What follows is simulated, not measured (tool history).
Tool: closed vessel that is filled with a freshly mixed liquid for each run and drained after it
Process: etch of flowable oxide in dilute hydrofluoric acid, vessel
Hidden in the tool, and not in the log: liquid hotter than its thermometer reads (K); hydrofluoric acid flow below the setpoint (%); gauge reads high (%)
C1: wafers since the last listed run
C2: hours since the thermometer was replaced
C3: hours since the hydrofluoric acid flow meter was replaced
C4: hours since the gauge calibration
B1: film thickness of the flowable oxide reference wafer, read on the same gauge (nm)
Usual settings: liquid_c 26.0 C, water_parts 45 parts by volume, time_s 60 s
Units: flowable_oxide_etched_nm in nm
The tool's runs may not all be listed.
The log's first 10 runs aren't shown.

-- hour=650.8 thermometer replaced
run 11 hour=691.7 | liquid_c=26.0 water_parts=45 time_s=60 | C1=8385 C2=40.9 C3=408.5 C4=3584.9 | B1=90.04 | flowable_oxide_etched_nm=42.39
run 12 hour=756.9 | liquid_c=26.0 water_parts=45 time_s=60 | C1=6650 C2=106.1 C3=473.7 C4=3650.1 | B1=90.02 | flowable_oxide_etched_nm=42.13
run 13 hour=805.2 | liquid_c=26.0 water_parts=45 time_s=60 | C1=4926 C2=154.4 C3=522.0 C4=3698.4 | B1=90.00 | flowable_oxide_etched_nm=42.08
run 14 hour=870.2 | liquid_c=26.0 water_parts=45 time_s=60 | C1=6630 C2=219.4 C3=587.0 C4=3763.4 | B1=89.98 | flowable_oxide_etched_nm=41.16
run 15 hour=1062.7 | liquid_c=30.0 water_parts=55 time_s=70 | C1=19636 C2=411.9 C3=779.5 C4=3955.9 | B1=90.02 | flowable_oxide_etched_nm=45.37
run 16 hour=1164.8 | liquid_c=26.0 water_parts=60 time_s=60 | C1=10414 C2=514.0 C3=881.6 C4=4058.0 | B1=90.02 | flowable_oxide_etched_nm=29.92
run 17 hour=1241.7 | liquid_c=26.0 water_parts=45 time_s=60 | C1=7844 C2=590.9 C3=958.5 C4=4134.9 | B1=90.00 | flowable_oxide_etched_nm=40.86
run 18 hour=1318.1 | liquid_c=21.5 water_parts=45 time_s=60 | C1=7793 C2=667.3 C3=1034.9 C4=4211.3 | B1=90.02 | flowable_oxide_etched_nm=33.63
-- hour=1354.8 gauge calibrated
run 19 hour=1405.8 | liquid_c=26.0 water_parts=45 time_s=85 | C1=8946 C2=755.0 C3=1122.6 C4=51.0 | B1=90.01 | flowable_oxide_etched_nm=56.99
-- hour=1426.3 hydrofluoric acid flow meter replaced
run 20 hour=1472.2 | liquid_c=24.0 water_parts=55 time_s=45 | C1=6671 C2=821.4 C3=45.9 C4=117.4 | B1=89.98 | flowable_oxide_etched_nm=24.19
run 21 hour=1539.4 | liquid_c=29.0 water_parts=45 time_s=70 | C1=6854 C2=888.6 C3=113.1 C4=184.6 | B1=89.98 | flowable_oxide_etched_nm=57.38
run 22 hour=1636.8 | liquid_c=31.0 water_parts=30 time_s=35 | C1=9935 C2=986.0 C3=210.5 C4=282.0 | B1=90.00 | flowable_oxide_etched_nm=46.45
run 23 hour=1714.2 | liquid_c=26.0 water_parts=45 time_s=60 | C1=7895 C2=1063.4 C3=287.9 C4=359.4 | B1=90.01 | flowable_oxide_etched_nm=42.55
run 24 hour=1816.7 | liquid_c=29.0 water_parts=45 time_s=60 | C1=10455 C2=1165.9 C3=390.4 C4=461.9 | B1=89.98 | flowable_oxide_etched_nm=47.06
run 25 hour=1911.6 | liquid_c=29.0 water_parts=55 time_s=45 | C1=9680 C2=1260.8 C3=485.3 C4=556.8 | B1=90.01 | flowable_oxide_etched_nm=28.92
run 26 hour=2007.0 | liquid_c=27.5 water_parts=60 time_s=90 | C1=9731 C2=1356.2 C3=580.7 C4=652.2 | B1=90.00 | flowable_oxide_etched_nm=49.55
run 27 hour=2049.1 | liquid_c=24.0 water_parts=60 time_s=90 | C1=4294 C2=1398.3 C3=622.8 C4=694.3 | B1=90.00 | flowable_oxide_etched_nm=42.04
run 28 hour=2099.7 | liquid_c=24.0 water_parts=25 time_s=40 | C1=5161 C2=1448.9 C3=673.4 C4=744.9 | B1=90.01 | flowable_oxide_etched_nm=46.52

The next listed run, before its measurement:
run 29 hour=2190.0 | liquid_c=26.0 water_parts=55 time_s=70 | C1=9211 C2=1539.2 C3=763.7 C4=835.2 | B1=? | flowable_oxide_etched_nm=?

{"run 29": {"B1": 90.02, "flowable_oxide_etched_nm": 39.27}}
Without the tool's hidden state the same run would have given flowable_oxide_etched_nm 41.55 nm.

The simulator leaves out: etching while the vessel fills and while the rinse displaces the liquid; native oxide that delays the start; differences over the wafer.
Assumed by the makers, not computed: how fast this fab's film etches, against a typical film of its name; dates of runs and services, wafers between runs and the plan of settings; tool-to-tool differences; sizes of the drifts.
